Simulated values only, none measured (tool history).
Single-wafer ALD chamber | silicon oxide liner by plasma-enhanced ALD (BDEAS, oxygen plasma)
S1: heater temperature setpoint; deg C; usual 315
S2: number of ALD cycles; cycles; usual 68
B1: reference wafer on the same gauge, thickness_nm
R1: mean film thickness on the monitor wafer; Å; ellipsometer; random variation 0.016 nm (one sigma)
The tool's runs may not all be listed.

{"run": 1, "hour": 0.0, "S1": 315, "S2": 58, "B1": 5.721, "R1": 53.0}
{"run": 2, "hour": 59.4, "S1": 315, "S2": 68, "B1": 5.725, "R1": 61.86}
{"run": 3, "hour": 113.3, "S1": 315, "S2": 68, "B1": 5.723, "R1": 61.93}
{"run": 4, "hour": 149.1, "S1": 315, "S2": 68, "B1": 5.719, "R1": 62.18}
{"run": 5, "hour": 199.7, "S1": 315, "S2": 68, "B1": 5.722, "R1": 62.09}
{"run": 6, "hour": 251.3, "S1": 315, "S2": 68, "B1": 5.72, "R1": 61.98}
{"run": 7, "hour": 301.8, "S1": 315, "S2": 60, "B1": 5.722, "R1": 55.09}
{"run": 8, "hour": 356.6, "S1": 315, "S2": 60, "B1": 5.72, "R1": 54.78}
{"run": 9, "hour": 391.3, "S1": 315, "S2": 68, "B1": 5.717, "R1": 61.96}
{"run": 10, "hour": 429.4, "S1": 315, "S2": 68, "B1": 5.717, "R1": 62.39}
{"hour": 480.9, "done": "gauge calibrated"}
{"run": 11, "hour": 482.4, "S1": 315, "S2": 68, "B1": 5.721, "R1": 62.38}
{"run": 12, "hour": 527.3, "S1": 315, "S2": 63, "B1": 5.722, "R1": 57.62}
{"run": 13, "hour": 587.1, "S1": 315, "S2": 68, "B1": 5.721, "R1": 61.86}
{"run": 14, "hour": 629.7, "S1": 311, "S2": 57, "B1": 5.717, "R1": 52.34}
{"hour": 677.0, "done": "thermocouple changed; heater temperature recalibrated"}
{"run": 15, "hour": 693.5, "S1": 301, "S2": 68, "B1": 5.719, "R1": 62.97}
{"run": 16, "hour": 728.1, "S1": 304, "S2": 77, "B1": 5.718, "R1": 71.11}
{"run": 17, "hour": 788.8, "S1": 307, "S2": 80, "B1": 5.721, "R1": 73.85}
{"run": 18, "hour": 850.5, "S1": 315, "S2": 68, "B1": 5.716, "R1": 62.11}
{"run": 19, "hour": 920.0, "S1": 323, "S2": 63, "B1": 5.715, "R1": 56.88}
{"run": 20, "hour": 956.2, "S1": 304, "S2": 80, "B1": 5.72, "R1": 74.09}
{"run": 21, "hour": 1022.7, "S1": 315, "S2": 68, "B1": 5.722, "R1": 62.07}
{"run": 22, "hour": 1060.2, "S1": 324, "S2": 73, "B1": 5.722, "R1": 65.96}
{"run": 23, "hour": 1114.7, "S1": 301, "S2": 61, "B1": 5.721, "R1": 57.04}

Forecast each of these 3 alternatives for the next run:
{"run": "A", "hour": 1115.2, "S1": 315, "S2": 68, "B1": "?", "R1": "?"}
{"run": "B", "hour": 1115.2, "S1": 324, "S2": 58, "B1": "?", "R1": "?"}
{"run": "C", "hour": 1115.2, "S1": 303, "S2": 56, "B1": "?", "R1": "?"}

run=A B1=5.718 R1=62.39
run=B B1=5.718 R1=52.62
run=C B1=5.718 R1=52.16
Without the tool's hidden state the same runs would have given:
run=A R1=62.39
run=B R1=52.62
run=C R1=52.16
